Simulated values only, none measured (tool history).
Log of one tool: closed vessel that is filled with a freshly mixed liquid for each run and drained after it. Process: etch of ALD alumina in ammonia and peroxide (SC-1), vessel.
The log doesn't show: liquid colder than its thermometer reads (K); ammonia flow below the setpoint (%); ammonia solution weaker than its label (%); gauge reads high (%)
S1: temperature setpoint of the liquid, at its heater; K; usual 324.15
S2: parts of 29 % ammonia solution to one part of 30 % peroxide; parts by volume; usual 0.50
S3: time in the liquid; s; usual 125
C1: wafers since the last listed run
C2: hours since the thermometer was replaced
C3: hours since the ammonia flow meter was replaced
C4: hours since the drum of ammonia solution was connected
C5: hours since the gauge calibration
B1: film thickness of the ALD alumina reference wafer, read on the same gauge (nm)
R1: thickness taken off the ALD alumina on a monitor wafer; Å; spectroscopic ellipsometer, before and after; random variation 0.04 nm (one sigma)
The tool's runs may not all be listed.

| run | hour | S1 | S2 | S3 | C1 | C2 | C3 | C4 | C5 | B1 | R1 |
|---|---|---|---|---|---|---|---|---|---|---|---|
| 1 | 0.0 | 324.15 | 0.50 | 125 | 0 | 855.7 | 926.6 | 202.4 | 222.3 | 69.98 | 86.7 |
| 2 | 57.1 | 324.15 | 0.50 | 125 | 6488 | 912.8 | 983.7 | 259.5 | 279.4 | 70.02 | 86.5 |
| 3 | 129.1 | 324.15 | 0.50 | 125 | 8181 | 984.8 | 1055.7 | 331.5 | 351.4 | 69.98 | 86.2 |
| 4 | 198.8 | 324.15 | 0.50 | 125 | 7920 | 1054.5 | 1125.4 | 401.2 | 421.1 | 70.00 | 86.3 |
| 5 | 290.5 | 324.15 | 0.50 | 125 | 10420 | 1146.2 | 1217.1 | 492.9 | 512.8 | 70.01 | 85.3 |
|  | 368.2 | gauge calibrated |
| 6 | 372.9 | 324.15 | 0.50 | 125 | 9363 | 1228.6 | 1299.5 | 575.3 | 4.7 | 70.00 | 86.0 |
| 7 | 420.4 | 324.15 | 0.50 | 125 | 5397 | 1276.1 | 1347.0 | 622.8 | 52.2 | 70.01 | 85.6 |
| 8 | 496.4 | 324.15 | 0.50 | 125 | 8636 | 1352.1 | 1423.0 | 698.8 | 128.2 | 70.01 | 85.1 |
|  | 520.7 | thermometer replaced |
| 9 | 575.9 | 314.15 | 0.35 | 125 | 8920 | 55.2 | 1502.5 | 778.3 | 207.7 | 69.96 | 49.1 |
|  | 577.2 | ammonia flow meter replaced |
| 10 | 652.4 | 319.15 | 0.50 | 125 | 8579 | 131.7 | 75.2 | 854.8 | 284.2 | 69.99 | 67.4 |
| 11 | 713.5 | 317.65 | 0.25 | 180 | 6942 | 192.8 | 136.3 | 915.9 | 345.3 | 69.93 | 83.2 |
| 12 | 756.5 | 319.65 | 0.60 | 125 | 4886 | 235.8 | 179.3 | 958.9 | 388.3 | 70.01 | 70.8 |
|  | 804.4 | new drum of ammonia solution connected |
| 13 | 856.9 | 333.65 | 0.75 | 155 | 11295 | 336.2 | 279.7 | 52.5 | 488.7 | 70.03 | 190.0 |
| 14 | 915.6 | 320.15 | 0.30 | 125 | 6670 | 394.9 | 338.4 | 111.2 | 547.4 | 69.94 | 67.4 |
|  | 963.8 | gauge calibrated |
| 15 | 984.1 | 324.15 | 0.50 | 125 | 7783 | 463.4 | 406.9 | 179.7 | 20.3 | 70.01 | 88.6 |
| 16 | 1057.4 | 324.15 | 0.45 | 85 | 8329 | 536.7 | 480.2 | 253.0 | 93.6 | 70.00 | 59.4 |
| 17 | 1119.1 | 324.15 | 0.50 | 125 | 7011 | 598.4 | 541.9 | 314.7 | 155.3 | 69.98 | 88.6 |

Forecast each of these 4 alternatives for the next run:
| A | 1119.8 | 324.15 | 0.50 | 125 | 79 | 599.1 | 542.6 | 315.4 | 156.0 | ? | ? |
| B | 1119.8 | 324.15 | 0.35 | 125 | 79 | 599.1 | 542.6 | 315.4 | 156.0 | ? | ? |
| C | 1119.8 | 324.15 | 0.65 | 125 | 79 | 599.1 | 542.6 | 315.4 | 156.0 | ? | ? |
| D | 1119.8 | 328.65 | 0.75 | 125 | 79 | 599.1 | 542.6 | 315.4 | 156.0 | ? | ? |

| run | B1 | R1 |
|---|---|---|
| A | 69.94 | 88.3 |
| B | 69.94 | 85.3 |
| C | 69.94 | 90.5 |
| D | 69.94 | 116.9 |
Without the tool's hidden state the same runs would have given:
| run | R1 |
|---|---|
| A | 90.4 |
| B | 87.3 |
| C | 92.6 |
| D | 119.6 |
